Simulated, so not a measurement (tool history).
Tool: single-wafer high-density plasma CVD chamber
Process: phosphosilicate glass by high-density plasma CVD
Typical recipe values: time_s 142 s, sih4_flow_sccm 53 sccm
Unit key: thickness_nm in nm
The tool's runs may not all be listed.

| run | day | time_s | sih4_flow_sccm | wafers since the last listed run | hours since the silane flow controller was replaced | hours since the gauge calibration | read-back reference wafer on the same gauge, thickness_nm | thickness_nm |
|---|---|---|---|---|---|---|---|---|
| 1 | 0.000 | 142 | 53 | 0 | 1570.7 | 1262.5 | 880.977 | 780.691 |
| 2 | 3.358 | 142 | 53 | 617 | 1651.3 | 1343.1 | 881.641 | 781.847 |
| 3 | 6.650 | 142 | 53 | 605 | 1730.3 | 1422.1 | 879.956 | 780.751 |
| 4 | 9.642 | 142 | 50 | 550 | 1802.1 | 1493.9 | 880.366 | 738.467 |
| 5 | 12.200 | 142 | 50 | 470 | 1863.5 | 1555.3 | 880.708 | 742.166 |
| 6 | 13.946 | 142 | 50 | 321 | 1905.4 | 1597.2 | 880.131 | 741.279 |
| 7 | 17.479 | 142 | 53 | 649 | 1990.2 | 1682.0 | 879.943 | 790.823 |
| 8 | 19.412 | 142 | 53 | 355 | 2036.6 | 1728.4 | 878.804 | 789.193 |
| 9 | 21.408 | 142 | 53 | 367 | 2084.5 | 1776.3 | 879.959 | 788.018 |
| 10 | 23.888 | 142 | 53 | 455 | 2144.0 | 1835.8 | 878.747 | 784.642 |
| 11 | 27.112 | 142 | 53 | 593 | 2221.4 | 1913.2 | 881.089 | 787.268 |
| 12 | 29.975 | 142 | 53 | 526 | 2290.1 | 1981.9 | 881.285 | 789.308 |
| 13 | 34.321 | 142 | 53 | 799 | 2394.4 | 2086.2 | 879.372 | 781.708 |
| 14 | 36.758 | 142 | 53 | 448 | 2452.9 | 2144.7 | 879.296 | 785.249 |
| 15 | 40.679 | 142 | 53 | 721 | 2547.0 | 2238.8 | 880.040 | 784.720 |
| 16 | 43.958 | 142 | 53 | 603 | 2625.7 | 2317.5 | 879.574 | 787.470 |
| 17 | 47.212 | 142 | 53 | 598 | 2703.8 | 2395.6 | 879.570 | 781.875 |
| 18 | 50.625 | 154 | 44 | 627 | 2785.7 | 2477.5 | 879.033 | 706.762 |
| 19 | 53.912 | 142 | 53 | 604 | 2864.6 | 2556.4 | 879.489 | 784.376 |
| 20 | 56.604 | 134 | 53 | 495 | 2929.2 | 2621.0 | 880.156 | 737.789 |
| 21 | 60.338 | 134 | 53 | 686 | 3018.8 | 2710.6 | 879.419 | 744.028 |
| 22 | 62.604 | 117 | 45 | 416 | 3073.2 | 2765.0 | 880.126 | 549.200 |
| 23 | 64.988 | 142 | 53 | 438 | 3130.4 | 2822.2 | 879.472 | 785.771 |
| 24 | 68.783 | 127 | 60 | 698 | 3221.5 | 2913.3 | 879.253 | 798.104 |
| 25 | 73.017 | 164 | 57 | 778 | 3323.1 | 3014.9 | 880.843 | 975.567 |
|  | 73.717 | silane flow controller replaced |
| 26 | 75.975 | 142 | 53 | 482 | 54.2 | 3085.9 | 879.808 | 784.622 |
| 27 | 79.425 | 142 | 53 | 634 | 137.0 | 3168.7 | 880.222 | 787.990 |
| 28 | 83.733 | 142 | 53 | 792 | 240.4 | 3272.1 | 879.758 | 784.572 |
| 29 | 86.312 | 142 | 53 | 474 | 302.3 | 3334.0 | 878.972 | 786.861 |
|  | 98.012 | gauge calibrated |
| 30 | 98.533 | 142 | 48 | 2247 | 595.6 | 12.5 | 879.310 | 707.180 |
| 31 | 101.600 | 142 | 53 | 564 | 669.2 | 86.1 | 880.509 | 782.349 |
| 32 | 104.562 | 127 | 44 | 544 | 740.3 | 157.2 | 880.007 | 582.914 |
| 33 | 108.129 | 134 | 53 | 656 | 825.9 | 242.8 | 879.802 | 740.459 |
| 34 | 112.383 | 123 | 47 | 782 | 928.0 | 344.9 | 879.461 | 603.978 |
| 35 | 116.417 | 157 | 53 | 741 | 1024.8 | 441.7 | 881.244 | 863.723 |
| 36 | 120.696 | 116 | 45 | 787 | 1127.5 | 544.4 | 880.305 | 545.165 |
| 37 | 122.350 | 160 | 47 | 304 | 1167.2 | 584.1 | 879.728 | 783.243 |
| 38 | 134.988 | 142 | 53 | 2324 | 1470.5 | 887.4 | 880.734 | 789.062 |
| 39 | 136.554 | 157 | 49 | 288 | 1508.1 | 925.0 | 879.254 | 800.812 |
| 40 | 138.900 | 142 | 57 | 431 | 1564.4 | 981.3 | 879.426 | 846.564 |
| 41 | 143.388 | 159 | 44 | 825 | 1672.1 | 1089.0 | 878.566 | 730.221 |
| 42 | 145.767 | 157 | 47 | 437 | 1729.2 | 1146.1 | 879.991 | 771.021 |

Consider 3 possible next runs. They are alternatives, not a sequence: every one starts from the tool as it was left by run 42. What does each give?
| A | 145.783 | 142 | 53 | 3 | 1729.6 | 1146.5 | ? | ? |
| B | 145.783 | 142 | 45 | 3 | 1729.6 | 1146.5 | ? | ? |
| C | 145.783 | 156 | 46 | 3 | 1729.6 | 1146.5 | ? | ? |

| run | read-back reference wafer on the same gauge, thickness_nm | thickness_nm |
|---|---|---|
| A | 880.472 | 785.443 |
| B | 880.472 | 666.885 |
| C | 880.472 | 748.915 |
Take away the tool's hidden state, keep each run's random variation, and the runs would have read:
| run | thickness_nm |
|---|---|
| A | 785.443 |
| B | 666.885 |
| C | 748.915 |
